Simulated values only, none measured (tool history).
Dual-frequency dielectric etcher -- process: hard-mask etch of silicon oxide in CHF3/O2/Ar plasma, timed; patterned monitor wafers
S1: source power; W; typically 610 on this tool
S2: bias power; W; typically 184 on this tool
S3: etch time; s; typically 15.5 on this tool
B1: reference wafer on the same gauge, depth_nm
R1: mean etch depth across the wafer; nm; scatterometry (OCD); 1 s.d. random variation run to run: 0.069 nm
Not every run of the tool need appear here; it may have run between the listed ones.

run,hour,S1,S2,S3,B1,R1
1,0,610,184,15.5,26.5,29.26
# hour 111.8: wet clean of the chamber
2,112.3,610,163,15.5,26.53,27.85
3,156.2,610,163,15.5,26.48,27.83
4,385,610,184,15.5,26.49,28.96
5,465.8,550,184,15.5,26.48,27.52
6,552.7,550,184,15.5,26.48,27.65
# hour 598.6: wet clean of the chamber
7,606.4,550,184,15.5,26.51,27.04
# hour 617.1: source power generator calibrated
8,692.4,610,184,15.5,26.51,29.84
9,776.9,610,184,15.5,26.5,29.85
10,830.8,610,184,15.5,26.52,30.02
# hour 863.5: bias power generator calibrated
11,911.9,610,163,15.5,26.51,29.1
12,983.5,560,139,13.5,26.48,23.54
# hour 1061.2: wet clean of the chamber
13,1061.7,720,184,15.5,26.48,31.97
# hour 1075.5: gauge calibrated
14,1093.2,470,155,15.5,26.48,24.83
15,1137.5,480,139,17,26.48,26.99
16,1177.7,610,184,15.5,26.54,29.67
17,1233.9,480,139,17,26.51,27.15
# hour 1430.2: upper electrode replaced
18,1444.9,670,227,12.5,26.49,26.81
# hour 1548.2: wet clean of the chamber
19,1751.5,520,184,12,26.49,21.36
20,1812,610,184,15.5,26.47,29.98

Each row is a separate what-if for the run after 20, all from the same tool condition, not one after another. Results?
A,1812.4,610,184,15.5,?,?
B,1812.4,730,147,14,?,?
C,1812.4,480,199,12,?,?
D,1812.4,570,184,15.5,?,?

run,B1,R1
A,26.49,29.96
B,26.49,28.05
C,26.49,20.92
D,26.49,28.96
Without the tool's hidden state the same runs would have given:
run,R1
A,29.54
B,27.66
C,20.63
D,28.56

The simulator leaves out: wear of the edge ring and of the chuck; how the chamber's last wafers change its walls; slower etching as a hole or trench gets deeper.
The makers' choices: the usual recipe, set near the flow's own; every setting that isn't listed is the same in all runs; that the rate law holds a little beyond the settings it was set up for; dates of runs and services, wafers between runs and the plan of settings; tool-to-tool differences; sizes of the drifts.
